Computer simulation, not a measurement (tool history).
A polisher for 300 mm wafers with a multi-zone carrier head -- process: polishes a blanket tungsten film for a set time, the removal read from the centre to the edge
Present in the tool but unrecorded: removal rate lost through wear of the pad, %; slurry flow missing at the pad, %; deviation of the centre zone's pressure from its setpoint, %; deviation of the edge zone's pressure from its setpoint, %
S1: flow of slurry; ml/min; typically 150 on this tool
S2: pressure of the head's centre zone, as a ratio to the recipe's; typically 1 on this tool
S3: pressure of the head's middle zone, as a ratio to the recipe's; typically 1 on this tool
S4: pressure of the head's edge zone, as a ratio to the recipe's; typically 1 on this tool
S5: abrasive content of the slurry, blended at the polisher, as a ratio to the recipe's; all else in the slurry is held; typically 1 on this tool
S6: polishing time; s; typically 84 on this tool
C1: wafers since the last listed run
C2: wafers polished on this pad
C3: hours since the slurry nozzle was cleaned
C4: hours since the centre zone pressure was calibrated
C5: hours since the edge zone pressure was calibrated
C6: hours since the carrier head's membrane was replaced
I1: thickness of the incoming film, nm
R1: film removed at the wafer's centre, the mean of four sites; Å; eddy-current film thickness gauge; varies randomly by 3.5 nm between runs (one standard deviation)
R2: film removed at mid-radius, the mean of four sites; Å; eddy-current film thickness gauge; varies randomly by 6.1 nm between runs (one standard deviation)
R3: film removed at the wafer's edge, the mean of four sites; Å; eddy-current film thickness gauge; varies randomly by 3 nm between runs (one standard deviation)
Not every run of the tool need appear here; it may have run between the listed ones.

run,hour,S1,S2,S3,S4,S5,S6,C1,C2,C3,C4,C5,C6,I1,R1,R2,R3
1,0,150,1,1,1,1,84,0,75,124.9,106.6,957.3,730.2,1197.2,4197,4233,4133
2,13.3,135,1,0.91,1,0.75,75,79,154,138.2,119.9,970.6,743.5,1214,3441,3220,3399
3,47,150,1,1,1,1,64,202,357,171.9,153.6,1004.3,777.2,1215.1,3130,3144,3182
4,74.9,195,1.08,0.92,0.96,1,84,167,525,199.8,181.5,1032.2,805.1,1210.5,4686,4153,4164
5,101,150,1,1,1,1,84,156,682,225.9,207.6,1058.3,831.2,1205.1,4137,4186,4071
6,128.9,165,0.92,1.06,1,1,84,167,849,253.8,235.5,1086.2,859.1,1215.1,3827,4445,4162
7,156.3,150,1,1,1,1,84,164,1014,281.2,262.9,1113.6,886.5,1196.2,4113,4193,4049
# hour 168.6: carrier head's membrane replaced by a new one
8,191.6,160,1,1,1,1,84,182,1196,316.5,298.2,1148.9,23,1214.7,4228,4245,4103
# hour 218.2: edge zone pressure recalibrated
9,224.1,150,1,0.96,1.04,1,84,183,1379,349,330.7,5.9,55.5,1213.9,4054,4050,4158
# hour 252.4: worn pad replaced by a new one
10,255.7,150,1.05,1,1,1,84,165,20,380.6,362.3,37.5,87.1,1187,4317,4238,4110
11,282.3,150,1,1.09,1,1,84,159,179,407.2,388.9,64.1,113.7,1226.8,4130,4333,4066
12,326.9,150,1,1,1,1,84,268,448,451.8,433.5,108.7,158.3,1206,4025,4226,4055
13,352.8,105,1,1,0.95,1,84,155,603,477.7,459.4,134.6,184.2,1198.8,3596,3820,3728
14,366.1,150,1,1,1,1,84,79,683,491,472.7,147.9,197.5,1197.1,4102,4237,3983
15,380.8,150,0.93,1,1,1,94,88,772,505.7,487.4,162.6,212.2,1192.1,4247,4600,4538
16,400.2,150,1,1,1,1,63,116,888,525.1,506.8,182,231.6,1203.5,3054,3141,3037
17,424.4,150,1.11,1,1,1.1,84,145,1034,549.3,531,206.2,255.8,1225.8,4467,4221,4076
18,438.1,150,1,1.08,1,1,84,82,1116,563,544.7,219.9,269.5,1219.5,4012,4373,4017
19,465.2,150,1,1.08,1.09,1.1,84,162,1279,590.1,571.8,247,296.6,1229.8,4144,4333,4207
20,478.6,150,1.1,1,1,1,84,80,1359,603.5,585.2,260.4,310,1217.9,4429,4147,4001
21,498.4,150,1,1,1,1,84,119,1478,623.3,605,280.2,329.8,1221.1,3976,4060,3969
# hour 507.9: worn pad replaced by a new one
22,521,150,1,1,1,1,84,111,78,645.9,627.6,302.8,352.4,1220.1,4054,4144,3944
23,534.7,150,1,1,1,1,84,82,161,659.6,641.3,316.5,366.1,1201.3,4035,4075,4008

For some of the steps in R1 from one run to the next: how much would appear even if the tool had no hidden state, given the settings, what came in and random variation, and how much remains for the hidden state plus any gauge scatter that the measured result and the result without hidden state don't share?
Run 3 -> 4: S1 150 -> 195, S2 1 -> 1.08, S3 1 -> 0.92, S4 1 -> 0.96, S6 64 -> 84. R1 +1556 Å: hidden state -15, all else +1571.
Run 12 -> 13: S1 150 -> 105, S4 1 -> 0.95. R1 -429 Å: hidden state -65, all else -364.
Run 16 -> 17: S2 1 -> 1.11, S5 1 -> 1.1, S6 63 -> 84. R1 +1413 Å: hidden state -80, all else +1493.

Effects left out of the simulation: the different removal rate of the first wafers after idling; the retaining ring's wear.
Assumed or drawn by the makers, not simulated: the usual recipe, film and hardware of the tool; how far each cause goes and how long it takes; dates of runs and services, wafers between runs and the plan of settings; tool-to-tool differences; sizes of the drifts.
